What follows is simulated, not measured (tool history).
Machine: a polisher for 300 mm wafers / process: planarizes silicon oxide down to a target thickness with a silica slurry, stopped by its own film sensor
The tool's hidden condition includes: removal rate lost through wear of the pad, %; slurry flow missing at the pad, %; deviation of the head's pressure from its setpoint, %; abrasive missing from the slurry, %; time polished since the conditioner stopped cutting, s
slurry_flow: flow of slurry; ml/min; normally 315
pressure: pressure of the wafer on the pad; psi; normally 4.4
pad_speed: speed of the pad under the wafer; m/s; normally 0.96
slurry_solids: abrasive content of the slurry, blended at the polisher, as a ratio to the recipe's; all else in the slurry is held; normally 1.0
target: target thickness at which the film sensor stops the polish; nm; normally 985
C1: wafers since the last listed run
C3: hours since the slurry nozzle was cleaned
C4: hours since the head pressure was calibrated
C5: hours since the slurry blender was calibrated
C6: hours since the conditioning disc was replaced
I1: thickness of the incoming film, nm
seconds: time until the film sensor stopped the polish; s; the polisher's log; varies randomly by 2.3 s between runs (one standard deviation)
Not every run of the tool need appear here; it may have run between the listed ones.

{"run": 1, "hour": 0.0, "slurry_flow": 315, "pressure": 4.4, "pad_speed": 0.96, "slurry_solids": 1.0, "target": 985, "C1": 0, "wafers polished on this pad": 20, "C3": 242.3, "C4": 829.4, "C5": 161.9, "C6": 113.6, "I1": 1383.6, "seconds": 147.2}
{"hour": 56.9, "done": "slurry blender recalibrated"}
{"run": 2, "hour": 87.9, "slurry_flow": 315, "pressure": 4.4, "pad_speed": 0.96, "slurry_solids": 1.0, "target": 985, "C1": 515, "wafers polished on this pad": 535, "C3": 330.2, "C4": 917.3, "C5": 31.0, "C6": 201.5, "I1": 1414.4, "seconds": 166.3}
{"hour": 111.7, "done": "conditioning disc replaced and pad reconditioned"}
{"hour": 159.3, "done": "slurry nozzle cleaned"}
{"run": 3, "hour": 172.1, "slurry_flow": 315, "pressure": 4.4, "pad_speed": 0.96, "slurry_solids": 1.0, "target": 985, "C1": 486, "wafers polished on this pad": 1021, "C3": 12.8, "C4": 1001.5, "C5": 115.2, "C6": 60.4, "I1": 1384.3, "seconds": 143.4}
{"run": 4, "hour": 210.0, "slurry_flow": 315, "pressure": 4.4, "pad_speed": 0.96, "slurry_solids": 1.0, "target": 985, "C1": 227, "wafers polished on this pad": 1249, "C3": 50.7, "C4": 1039.4, "C5": 153.1, "C6": 98.3, "I1": 1397.9, "seconds": 149.5}
{"hour": 274.1, "done": "worn pad replaced by a new one"}
{"run": 5, "hour": 284.4, "slurry_flow": 315, "pressure": 4.4, "pad_speed": 0.96, "slurry_solids": 1.0, "target": 985, "C1": 422, "wafers polished on this pad": 61, "C3": 125.1, "C4": 1113.8, "C5": 227.5, "C6": 172.7, "I1": 1385.0, "seconds": 146.4}
{"hour": 290.8, "done": "slurry blender recalibrated"}
{"hour": 351.4, "done": "conditioning disc replaced and pad reconditioned"}
{"run": 6, "hour": 376.6, "slurry_flow": 315, "pressure": 4.9, "pad_speed": 0.96, "slurry_solids": 1.0, "target": 985, "C1": 528, "wafers polished on this pad": 590, "C3": 217.3, "C4": 1206.0, "C5": 85.8, "C6": 25.2, "I1": 1384.8, "seconds": 134.5}
{"run": 7, "hour": 436.1, "slurry_flow": 315, "pressure": 4.9, "pad_speed": 0.96, "slurry_solids": 1.0, "target": 985, "C1": 356, "wafers polished on this pad": 947, "C3": 276.8, "C4": 1265.5, "C5": 145.3, "C6": 84.7, "I1": 1376.9, "seconds": 132.5}
{"hour": 476.8, "done": "head pressure recalibrated"}
{"run": 8, "hour": 477.3, "slurry_flow": 315, "pressure": 4.9, "pad_speed": 0.96, "slurry_solids": 1.0, "target": 985, "C1": 235, "wafers polished on this pad": 1182, "C3": 318.0, "C4": 0.5, "C5": 186.5, "C6": 125.9, "I1": 1367.4, "seconds": 128.6}
{"hour": 489.9, "done": "slurry nozzle cleaned"}
{"hour": 504.4, "done": "worn pad replaced by a new one, of another model than before"}
{"run": 9, "hour": 535.1, "slurry_flow": 315, "pressure": 4.4, "pad_speed": 0.7, "slurry_solids": 1.0, "target": 985, "C1": 316, "wafers polished on this pad": 183, "C3": 45.2, "C4": 58.3, "C5": 244.3, "C6": 183.7, "I1": 1403.0, "seconds": 180.9}
{"hour": 558.8, "done": "slurry blender recalibrated"}
{"hour": 581.7, "done": "conditioning disc replaced and pad reconditioned"}
{"run": 10, "hour": 635.5, "slurry_flow": 315, "pressure": 4.4, "pad_speed": 0.96, "slurry_solids": 1.0, "target": 852, "C1": 577, "wafers polished on this pad": 761, "C3": 145.6, "C4": 158.7, "C5": 76.7, "C6": 53.8, "I1": 1397.1, "seconds": 202.1}
{"run": 11, "hour": 686.0, "slurry_flow": 315, "pressure": 4.4, "pad_speed": 0.96, "slurry_solids": 1.0, "target": 985, "C1": 302, "wafers polished on this pad": 1064, "C3": 196.1, "C4": 209.2, "C5": 127.2, "C6": 104.3, "I1": 1384.6, "seconds": 144.9}
{"hour": 765.1, "done": "worn pad replaced by a new one"}
{"run": 12, "hour": 777.4, "slurry_flow": 315, "pressure": 4.4, "pad_speed": 0.96, "slurry_solids": 1.0, "target": 985, "C1": 524, "wafers polished on this pad": 73, "C3": 287.5, "C4": 300.6, "C5": 218.6, "C6": 195.7, "I1": 1381.8, "seconds": 150.1}
{"hour": 808.7, "done": "slurry nozzle cleaned"}
{"hour": 809.5, "done": "conditioning disc replaced and pad reconditioned"}
{"hour": 834.6, "done": "slurry blender recalibrated"}
{"run": 13, "hour": 835.1, "slurry_flow": 315, "pressure": 4.0, "pad_speed": 0.8, "slurry_solids": 1.0, "target": 985, "C1": 323, "wafers polished on this pad": 397, "C3": 26.4, "C4": 358.3, "C5": 0.5, "C6": 25.6, "I1": 1364.8, "seconds": 162.7}
{"run": 14, "hour": 888.6, "slurry_flow": 315, "pressure": 3.8, "pad_speed": 0.96, "slurry_solids": 1.0, "target": 985, "C1": 320, "wafers polished on this pad": 717, "C3": 79.9, "C4": 411.8, "C5": 54.0, "C6": 79.1, "I1": 1391.8, "seconds": 157.1}
{"run": 15, "hour": 967.4, "slurry_flow": 315, "pressure": 4.4, "pad_speed": 0.96, "slurry_solids": 1.0, "target": 985, "C1": 472, "wafers polished on this pad": 1190, "C3": 158.7, "C4": 490.6, "C5": 132.8, "C6": 157.9, "I1": 1371.0, "seconds": 142.6}
{"run": 16, "hour": 1036.3, "slurry_flow": 315, "pressure": 5.3, "pad_speed": 0.96, "slurry_solids": 1.2, "target": 985, "C1": 413, "wafers polished on this pad": 1603, "C3": 227.6, "C4": 559.5, "C5": 201.7, "C6": 226.8, "I1": 1384.5, "seconds": 117.7}
{"hour": 1042.1, "done": "worn pad replaced by a new one"}
{"hour": 1063.6, "done": "conditioning disc replaced and pad reconditioned"}
{"hour": 1113.0, "done": "slurry blender recalibrated"}
{"run": 17, "hour": 1131.8, "slurry_flow": 315, "pressure": 4.0, "pad_speed": 0.96, "slurry_solids": 0.8, "target": 985, "C1": 524, "wafers polished on this pad": 513, "C3": 323.1, "C4": 655.0, "C5": 18.8, "C6": 68.2, "I1": 1413.5, "seconds": 200.8}
{"hour": 1154.1, "done": "slurry nozzle cleaned"}
{"run": 18, "hour": 1226.8, "slurry_flow": 315, "pressure": 3.4, "pad_speed": 0.96, "slurry_solids": 1.0, "target": 985, "C1": 563, "wafers polished on this pad": 1077, "C3": 72.7, "C4": 750.0, "C5": 113.8, "C6": 163.2, "I1": 1361.8, "seconds": 158.9}

Branching from run 18: 4 alternative next runs. What would each branch give?
{"run": "A", "hour": 1227.3, "slurry_flow": 240, "pressure": 4.4, "pad_speed": 0.96, "slurry_solids": 1.0, "target": 985, "C1": 2, "wafers polished on this pad": 1080, "C3": 73.2, "C4": 750.5, "C5": 114.3, "C6": 163.7, "I1": 1414.0, "seconds": "?"}
{"run": "B", "hour": 1227.3, "slurry_flow": 315, "pressure": 3.3, "pad_speed": 0.96, "slurry_solids": 1.0, "target": 985, "C1": 2, "wafers polished on this pad": 1080, "C3": 73.2, "C4": 750.5, "C5": 114.3, "C6": 163.7, "I1": 1414.0, "seconds": "?"}
{"run": "C", "hour": 1227.3, "slurry_flow": 315, "pressure": 4.4, "pad_speed": 0.86, "slurry_solids": 1.0, "target": 927, "C1": 2, "wafers polished on this pad": 1080, "C3": 73.2, "C4": 750.5, "C5": 114.3, "C6": 163.7, "I1": 1414.0, "seconds": "?"}
{"run": "D", "hour": 1227.3, "slurry_flow": 270, "pressure": 3.5, "pad_speed": 0.64, "slurry_solids": 1.0, "target": 884, "C1": 2, "wafers polished on this pad": 1080, "C3": 73.2, "C4": 750.5, "C5": 114.3, "C6": 163.7, "I1": 1414.0, "seconds": "?"}

run=A seconds=157.8
run=B seconds=184.5
run=C seconds=187.4
run=D seconds=282.7
Without the tool's hidden state the same runs would have given:
run=A seconds=156.2
run=B seconds=182.9
run=C seconds=185.8
run=D seconds=280.0

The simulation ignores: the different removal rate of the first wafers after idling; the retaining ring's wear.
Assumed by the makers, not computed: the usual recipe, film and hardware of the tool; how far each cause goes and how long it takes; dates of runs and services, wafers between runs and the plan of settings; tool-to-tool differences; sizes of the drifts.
